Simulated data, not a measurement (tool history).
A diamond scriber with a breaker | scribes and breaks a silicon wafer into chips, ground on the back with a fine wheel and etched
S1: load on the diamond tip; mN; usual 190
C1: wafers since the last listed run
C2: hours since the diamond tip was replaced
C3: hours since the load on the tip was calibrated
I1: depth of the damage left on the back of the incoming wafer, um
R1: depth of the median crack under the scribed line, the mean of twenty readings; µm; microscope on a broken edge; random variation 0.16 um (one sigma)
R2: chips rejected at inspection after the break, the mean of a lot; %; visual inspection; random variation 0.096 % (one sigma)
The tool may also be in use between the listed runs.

run,hour,S1,C1,C2,C3,I1,R1,R2
1,0.0,159,0,722.1,1143.3,0.62,10.77,4.64
2,6.9,190,32,729.0,1150.2,0.43,12.89,1.98
3,23.3,190,76,745.4,1166.6,0.65,12.66,2.03
4,34.0,190,49,756.1,1177.3,0.41,12.93,1.85
5,46.6,190,58,768.7,1189.9,0.75,12.88,1.88
6,64.1,190,81,786.2,1207.4,0.56,12.74,1.87
# hour 107.6: diamond tip replaced by a new one
7,107.9,190,195,0.3,1251.2,0.51,13.05,2.20
8,117.7,190,45,10.1,1261.0,0.52,13.07,2.08
9,130.8,190,61,23.2,1274.1,0.55,12.90,2.04
10,142.7,190,55,35.1,1286.0,0.44,12.88,1.77
11,157.8,243,70,50.2,1301.1,0.34,15.74,6.32
12,170.4,221,58,62.8,1313.7,0.38,14.64,3.74
13,180.2,242,45,72.6,1323.5,0.62,15.94,5.83
14,187.4,133,33,79.8,1330.7,0.67,9.17,13.62
15,195.5,242,37,87.9,1338.8,0.35,15.83,6.11
# hour 204.7: load on the tip recalibrated
16,208.1,217,49,100.5,3.4,0.38,14.39,2.89
17,220.5,174,57,112.9,15.8,0.46,12.24,2.59
18,230.3,158,45,122.7,25.6,0.62,10.66,4.95
19,248.2,216,83,140.6,43.5,0.70,14.23,2.89
20,261.1,170,60,153.5,56.4,0.41,11.68,2.83
21,267.7,190,30,160.1,63.0,0.49,12.72,2.01

How the hidden state differs across the entries between the runs, from the last listed run before each to the first after it:
Between runs 6 and 7: diamond tip replaced by a new one (hour 107.6)
  no hidden state differs between the two runs
Between runs 15 and 16: load on the tip recalibrated (hour 204.7)
  no hidden state differs between the two runs

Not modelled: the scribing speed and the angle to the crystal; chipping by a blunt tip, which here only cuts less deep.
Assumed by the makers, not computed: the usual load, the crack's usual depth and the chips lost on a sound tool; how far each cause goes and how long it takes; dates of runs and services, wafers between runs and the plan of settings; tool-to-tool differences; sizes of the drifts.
